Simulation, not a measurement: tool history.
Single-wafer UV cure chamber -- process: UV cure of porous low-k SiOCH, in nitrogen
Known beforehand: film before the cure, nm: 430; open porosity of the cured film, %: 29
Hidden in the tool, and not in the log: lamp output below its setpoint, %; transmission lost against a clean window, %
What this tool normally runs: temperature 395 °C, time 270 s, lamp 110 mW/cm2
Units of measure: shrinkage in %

| run | day | temperature | time | lamp | wafers since the last listed run | hours since the UV bulbs were replaced | wafers since the quartz window was cleaned | shrinkage |
|---|---|---|---|---|---|---|---|---|
| 1 | 0.000 | 395 | 390 | 110 | 0 | 2158.8 | 238 | 15.102 |
| 2 | 2.792 | 395 | 390 | 110 | 506 | 2225.8 | 744 | 14.900 |
| 3 | 6.983 | 395 | 270 | 110 | 760 | 2326.4 | 1504 | 12.491 |
| 4 | 10.133 | 395 | 270 | 110 | 571 | 2402.0 | 2076 | 12.263 |
| 5 | 13.338 | 395 | 270 | 110 | 581 | 2478.9 | 2657 | 12.243 |
| 6 | 15.300 | 395 | 270 | 110 | 355 | 2526.0 | 3013 | 11.943 |
|  | 18.392 | quartz window cleaned |
| 7 | 19.371 | 395 | 270 | 130 | 677 | 2623.7 | 177 | 13.353 |
| 8 | 23.483 | 395 | 270 | 130 | 745 | 2722.4 | 923 | 13.005 |
|  | 25.100 | UV bulbs replaced |
| 9 | 26.317 | 390 | 270 | 110 | 453 | 29.2 | 1376 | 13.341 |
| 10 | 28.950 | 390 | 270 | 110 | 477 | 92.4 | 1854 | 13.676 |
| 11 | 31.017 | 390 | 270 | 110 | 374 | 142.0 | 2229 | 12.988 |
| 12 | 34.496 | 395 | 270 | 110 | 630 | 225.5 | 2860 | 13.225 |
| 13 | 36.046 | 395 | 270 | 110 | 281 | 262.7 | 3141 | 13.223 |
| 14 | 39.212 | 388 | 390 | 82 | 574 | 338.7 | 3715 | 13.156 |
|  | 41.838 | quartz window cleaned |
| 15 | 43.342 | 376 | 150 | 139 | 688 | 437.8 | 272 | 12.016 |
| 16 | 45.021 | 395 | 270 | 128 | 304 | 478.1 | 577 | 14.819 |
| 17 | 46.538 | 378 | 110 | 110 | 275 | 514.5 | 852 | 9.340 |
| 18 | 49.212 | 395 | 270 | 110 | 485 | 578.7 | 1337 | 13.696 |
| 19 | 52.279 | 377 | 270 | 79 | 556 | 652.3 | 1893 | 11.736 |
| 20 | 54.096 | 395 | 270 | 110 | 329 | 695.9 | 2222 | 13.487 |
| 21 | 56.196 | 389 | 365 | 138 | 380 | 746.3 | 2603 | 16.067 |
| 22 | 59.838 | 403 | 165 | 137 | 660 | 833.7 | 3264 | 12.074 |
| 23 | 61.467 | 395 | 365 | 110 | 295 | 872.8 | 3559 | 14.551 |
|  | 62.504 | quartz window cleaned |
| 24 | 64.783 | 395 | 270 | 110 | 541 | 952.4 | 413 | 14.005 |
| 25 | 66.838 | 395 | 330 | 110 | 372 | 1001.7 | 786 | 14.900 |
| 26 | 70.892 | 395 | 395 | 110 | 735 | 1099.0 | 1521 | 15.497 |
| 27 | 72.992 | 395 | 270 | 110 | 380 | 1149.4 | 1902 | 13.406 |

Here are 3 independent what-if runs from the current tool condition. What would each one return?
| A | 73.012 | 395 | 270 | 110 | 3 | 1149.9 | 1905 | ? |
| B | 73.012 | 381 | 270 | 147 | 3 | 1149.9 | 1905 | ? |
| C | 73.012 | 395 | 375 | 77 | 3 | 1149.9 | 1905 | ? |

| run | shrinkage |
|---|---|
| A | 13.451 |
| B | 14.647 |
| C | 13.309 |
With no hidden state in the tool, these same runs would have given:
| run | shrinkage |
|---|---|
| A | 14.435 |
| B | 15.650 |
| C | 14.290 |
